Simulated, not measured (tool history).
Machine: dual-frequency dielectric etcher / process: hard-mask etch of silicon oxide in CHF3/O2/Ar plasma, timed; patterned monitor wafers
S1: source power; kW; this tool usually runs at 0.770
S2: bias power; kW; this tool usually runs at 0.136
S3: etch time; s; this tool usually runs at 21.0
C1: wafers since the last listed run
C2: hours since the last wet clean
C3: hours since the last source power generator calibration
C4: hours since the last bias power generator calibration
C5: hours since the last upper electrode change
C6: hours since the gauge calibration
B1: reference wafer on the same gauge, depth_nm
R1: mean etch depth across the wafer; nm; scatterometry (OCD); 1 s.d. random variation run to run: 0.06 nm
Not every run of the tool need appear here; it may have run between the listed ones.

run   hour     S1     S2    S3   C1     C2      C3      C4      C5     C6     B1     R1
  1    0.0  0.770  0.136  21.0    0  359.8  3866.6  3879.8  1770.8  241.3  40.20  39.64
  2   20.0  0.770  0.136  21.0  242  379.8  3886.6  3899.8  1790.8  261.3  40.20  39.55
  3   45.8  0.770  0.136  21.0  312  405.6  3912.4  3925.6  1816.6  287.1  40.21  39.51
  4   77.4  0.770  0.136  21.0  382  437.2  3944.0  3957.2  1848.2  318.7  40.21  39.53
     104.8  -- wet clean of the chamber
  5  111.7  0.770  0.136  21.0  124    6.9  3978.3  3991.5  1882.5  353.0  40.20  39.88
  6  125.4  0.770  0.136  21.0  165   20.6  3992.0  4005.2  1896.2  366.7  40.19  39.95
  7  154.8  0.770  0.136  21.0  356   50.0  4021.4  4034.6  1925.6  396.1  40.20  39.74
     207.7  -- upper electrode replaced
     210.7  -- source power generator calibrated
  8  211.2  0.770  0.136  21.0  356  106.4     0.5  4091.0     3.5  452.5  40.19  39.84
  9  277.6  0.770  0.136  21.0  804  172.8    66.9  4157.4    69.9  518.9  40.20  39.78
     346.6  -- bias power generator calibrated
 10  348.1  0.770  0.136  21.0  805  243.3   137.4     1.5   140.4  589.4  40.19  39.66
 11  371.5  0.770  0.136  21.0  283  266.7   160.8    24.9   163.8  612.8  40.20  39.75
 12  385.7  0.770  0.136  21.0  172  280.9   175.0    39.1   178.0  627.0  40.19  39.77
 13  399.6  0.770  0.136  21.0  168  294.8   188.9    53.0   191.9  640.9  40.20  39.57
     411.2  -- gauge calibrated
 14  413.9  0.890  0.165  23.5  173  309.1   203.2    67.3   206.2    2.7  40.21  50.60
 15  444.4  0.700  0.146  24.0  369  339.6   233.7    97.8   236.7   33.2  40.20  44.37
 16  462.6  0.770  0.147  21.0  220  357.8   251.9   116.0   254.9   51.4  40.21  40.78
 17  489.8  0.770  0.136  21.0  329  385.0   279.1   143.2   282.1   78.6  40.19  39.49
     526.5  -- wet clean of the chamber
 18  527.0  0.770  0.136  21.0  159    0.5   316.3   180.4   319.3  115.8  40.21  39.78
 19  535.6  0.770  0.136  21.0  104    9.1   324.9   189.0   327.9  124.4  40.21  39.64
 20  548.3  0.650  0.155  15.5  153   21.8   337.6   201.7   340.6  137.1  40.19  28.45
 21  573.5  0.770  0.166  21.0  305   47.0   362.8   226.9   365.8  162.3  40.20  42.65
 22  596.0  0.770  0.119  25.0  272   69.5   385.3   249.4   388.3  184.8  40.18  45.13
 23  609.1  0.860  0.103  25.5  158   82.6   398.4   262.5   401.4  197.9  40.21  46.14
 24  644.9  0.770  0.136  21.0  433  118.4   434.2   298.3   437.2  233.7  40.19  39.73
 25  666.9  0.770  0.136  21.0  266  140.4   456.2   320.3   459.2  255.7  40.20  39.70
 26  690.7  0.770  0.157  15.5  288  164.2   480.0   344.1   483.0  279.5  40.19  30.84

Forecast each of these 3 alternatives for the next run:
  A  691.1  0.840  0.136  21.0   4  164.6  480.4  344.5  483.4  279.9   ?   ?
  B  691.1  0.690  0.165  21.0   4  164.6  480.4  344.5  483.4  279.9   ?   ?
  C  691.1  0.690  0.153  26.5   4  164.6  480.4  344.5  483.4  279.9   ?   ?

run     B1     R1
  A  40.20  41.25
  B  40.20  40.36
  C  40.20  49.56
Take away the tool's hidden state, keep each run's random variation, and the runs would have read:
run     R1
  A  41.40
  B  40.51
  C  49.74
